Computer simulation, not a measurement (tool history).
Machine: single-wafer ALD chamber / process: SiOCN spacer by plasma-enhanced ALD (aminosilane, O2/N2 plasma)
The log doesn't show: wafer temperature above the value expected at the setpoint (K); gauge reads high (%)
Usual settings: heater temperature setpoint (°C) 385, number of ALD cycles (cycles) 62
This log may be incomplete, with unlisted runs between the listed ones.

run	hour	heater temperature setpoint (°C)	number of ALD cycles (cycles)	wafers since the last listed run	hours since the last thermocouple change	hours since the gauge calibration	read-back reference wafer on the same gauge, thickness_nm	mean film thickness on the monitor wafer (nm)
1	0.0	385	62	0	603.8	452.0	3.441	3.695
2	31.9	385	62	125	635.7	483.9	3.440	3.678
3	59.3	385	62	108	663.1	511.3	3.440	3.707
4	73.4	385	58	55	677.2	525.4	3.439	3.457
5	109.2	385	58	141	713.0	561.2	3.439	3.454
6	131.4	385	62	87	735.2	583.4	3.440	3.694
7	151.8	385	62	80	755.6	603.8	3.442	3.707
8	183.3	385	62	124	787.1	635.3	3.441	3.686
9	217.7	385	62	135	821.5	669.7	3.440	3.704
10	250.0	389	56	127	853.8	702.0	3.440	3.343
11	284.3	385	67	135	888.1	736.3	3.439	3.973
12	298.0	385	67	54	901.8	750.0	3.438	3.985
13	318.6	385	67	81	922.4	770.6	3.441	3.981
14	335.8	385	62	67	939.6	787.8	3.438	3.681
15	355.0	385	50	75	958.8	807.0	3.439	2.970
16	387.7	380	72	129	991.5	839.7	3.440	4.265
17	411.5	372	73	93	1015.3	863.5	3.442	4.353
18	446.9	385	62	139	1050.7	898.9	3.443	3.692
# hour 466.7: thermocouple changed; heater temperature recalibrated
# hour 471.3: gauge calibrated
19	482.2	397	54	107	15.5	10.9	3.439	3.208
20	502.2	394	50	78	35.5	30.9	3.439	2.971
21	521.7	385	62	76	55.0	50.4	3.442	3.711
22	537.8	385	62	63	71.1	66.5	3.440	3.675
23	554.5	371	73	65	87.8	83.2	3.436	4.334
24	588.7	380	52	134	122.0	117.4	3.438	3.087
25	613.4	385	57	97	146.7	142.1	3.442	3.392
26	638.7	385	62	99	172.0	167.4	3.440	3.691
27	727.4	385	62	350	260.7	256.1	3.440	3.697
28	740.9	377	72	53	274.2	269.6	3.440	4.306

The tool's hidden state at each run:
wafer temperature above the value expected at the setpoint (K): 0 on each run
gauge reads high (%): 0 on each run

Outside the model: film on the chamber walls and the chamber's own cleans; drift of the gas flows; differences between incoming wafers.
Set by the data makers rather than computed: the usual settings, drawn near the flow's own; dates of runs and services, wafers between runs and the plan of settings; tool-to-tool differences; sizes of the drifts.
